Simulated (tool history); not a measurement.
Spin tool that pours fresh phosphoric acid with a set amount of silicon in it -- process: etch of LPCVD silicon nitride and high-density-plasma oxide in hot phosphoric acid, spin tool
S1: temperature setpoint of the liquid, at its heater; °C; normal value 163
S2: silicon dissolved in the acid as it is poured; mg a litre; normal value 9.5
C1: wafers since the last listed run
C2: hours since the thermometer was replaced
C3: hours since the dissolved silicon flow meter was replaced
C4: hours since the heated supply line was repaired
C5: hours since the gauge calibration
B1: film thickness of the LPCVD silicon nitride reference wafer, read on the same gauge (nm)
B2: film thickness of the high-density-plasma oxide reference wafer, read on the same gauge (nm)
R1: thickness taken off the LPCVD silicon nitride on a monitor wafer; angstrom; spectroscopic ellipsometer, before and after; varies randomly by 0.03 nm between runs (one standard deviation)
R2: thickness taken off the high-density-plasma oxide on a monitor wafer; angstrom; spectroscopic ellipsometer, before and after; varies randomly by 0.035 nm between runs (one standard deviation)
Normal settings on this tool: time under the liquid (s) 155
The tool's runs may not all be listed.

Run 1, hour 0: usual settings but S2 14 mg a litre; C1 0; C2 1386.1; C3 1028.3; C4 3159.3; C5 6.1; B1 49.98; B2 89.987. Result: R1 121.9 angstrom, R2 5.35 angstrom.
Run 2, hour 13.8: usual settings but S2 14 mg a litre; C1 79; C2 1399.9; C3 1042.1; C4 3173.1; C5 19.9; B1 50.04; B2 89.993. Result: R1 121.6 angstrom, R2 5.32 angstrom.
Run 3, hour 23.6: usual settings; C1 56; C2 1409.7; C3 1051.9; C4 3182.9; C5 29.7; B1 49.97; B2 89.98. Result: R1 121 angstrom, R2 5.48 angstrom.
Run 4, hour 37: usual settings; C1 77; C2 1423.1; C3 1065.3; C4 3196.3; C5 43.1; B1 50.04; B2 90.016. Result: R1 121.2 angstrom, R2 5.62 angstrom.
Run 5, hour 50.7: usual settings; C1 78; C2 1436.8; C3 1079; C4 3210; C5 56.8; B1 50; B2 89.987. Result: R1 121 angstrom, R2 5.29 angstrom.
At hour 62.4: heated supply line repaired.
Run 6, hour 67: usual settings; C1 87; C2 1453.1; C3 1095.3; C4 4.6; C5 73.1; B1 49.94; B2 90.027. Result: R1 137.5 angstrom, R2 7.3 angstrom.
Run 7, hour 81.3: usual settings; C1 82; C2 1467.4; C3 1109.6; C4 18.9; C5 87.4; B1 49.97; B2 89.975. Result: R1 136.4 angstrom, R2 7.93 angstrom.
At hour 88.2: gauge calibrated.
Run 8, hour 91.4: usual settings but S1 161 °C, S2 13 mg a litre; C1 58; C2 1477.5; C3 1119.7; C4 29; C5 3.2; B1 50.01; B2 90.009. Result: R1 127.8 angstrom, R2 6.11 angstrom.
Run 9, hour 100.7: usual settings but S1 161 °C, time under the liquid (s) 115; C1 53; C2 1486.8; C3 1129; C4 38.3; C5 12.5; B1 50.01; B2 89.975. Result: R1 94.5 angstrom, R2 5.03 angstrom.
Run 10, hour 110.1: usual settings but S1 161 °C, time under the liquid (s) 115; C1 54; C2 1496.2; C3 1138.4; C4 47.7; C5 21.9; B1 50.02; B2 89.97. Result: R1 94.7 angstrom, R2 5.08 angstrom.
At hour 113.5: thermometer replaced.
At hour 119.6: dissolved silicon flow meter replaced.
Run 11, hour 120.8: usual settings but S1 161.5 °C; C1 50; C2 7.3; C3 1.2; C4 58.4; C5 32.6; B1 50; B2 90.008. Result: R1 138.5 angstrom, R2 7.74 angstrom.
Run 12, hour 129.6: usual settings but S2 7.5 mg a litre, time under the liquid (s) 195; C1 50; C2 16.1; C3 10; C4 67.2; C5 41.4; B1 50.03; B2 90.003. Result: R1 182.9 angstrom, R2 11.62 angstrom.
Run 13, hour 138.8: usual settings but S1 161.5 °C; C1 52; C2 25.3; C3 19.2; C4 76.4; C5 50.6; B1 49.97; B2 89.995. Result: R1 138.1 angstrom, R2 7.77 angstrom.
Run 14, hour 146.8: usual settings; C1 45; C2 33.3; C3 27.2; C4 84.4; C5 58.6; B1 50.01; B2 90.016. Result: R1 145.2 angstrom, R2 8.82 angstrom.
Run 15, hour 153.9: usual settings but S1 162 °C, time under the liquid (s) 205; C1 40; C2 40.4; C3 34.3; C4 91.5; C5 65.7; B1 50; B2 89.99. Result: R1 185.7 angstrom, R2 9.46 angstrom.
Run 16, hour 169.3: usual settings but S1 160 °C, S2 3.5 mg a litre, time under the liquid (s) 235; C1 88; C2 55.8; C3 49.7; C4 106.9; C5 81.1; B1 50.03; B2 90.003. Result: R1 198.5 angstrom, R2 11.3 angstrom.
Run 17, hour 181.9: usual settings; C1 72; C2 68.4; C3 62.3; C4 119.5; C5 93.7; B1 50; B2 90.019. Result: R1 145.1 angstrom, R2 8.88 angstrom.
At hour 192.6: gauge calibrated.
Run 18, hour 193.1: usual settings but S2 14 mg a litre, time under the liquid (s) 240; C1 64; C2 79.6; C3 73.5; C4 130.7; C5 0.5; B1 50.01; B2 90.01. Result: R1 224.2 angstrom, R2 11.62 angstrom.
Run 19, hour 204.6: usual settings but S1 162 °C; C1 66; C2 91.1; C3 85; C4 142.2; C5 12; B1 50.04; B2 90. Result: R1 140 angstrom, R2 7.57 angstrom.

Each row is a separate what-if for the run after 19, all from the same tool condition, not one after another. Results?
Run A, hour 205.1: usual settings but S2 2.5 mg a litre; C1 2; C2 91.6; C3 85.5; C4 142.7; C5 12.5; B1 ?; B2 ?. Result: R1 ?, R2 ?.
Run B, hour 205.1: usual settings but S1 162 °C, S2 17 mg a litre, time under the liquid (s) 235; C1 2; C2 91.6; C3 85.5; C4 142.7; C5 12.5; B1 ?; B2 ?. Result: R1 ?, R2 ?.
Run C, hour 205.1: usual settings but S2 14.5 mg a litre, time under the liquid (s) 120; C1 2; C2 91.6; C3 85.5; C4 142.7; C5 12.5; B1 ?; B2 ?. Result: R1 ?, R2 ?.

run     B1      B2     R1    R2
  A  49.99  89.992    144  10.1
  B  49.99  89.992  211.2  10.3
  C  49.99  89.992  111.5  6.03
With no hidden state in the tool, these same runs would have given:
run     R1     R2
  A  147.5  10.66
  B  216.4  10.87
  C  114.2   6.37
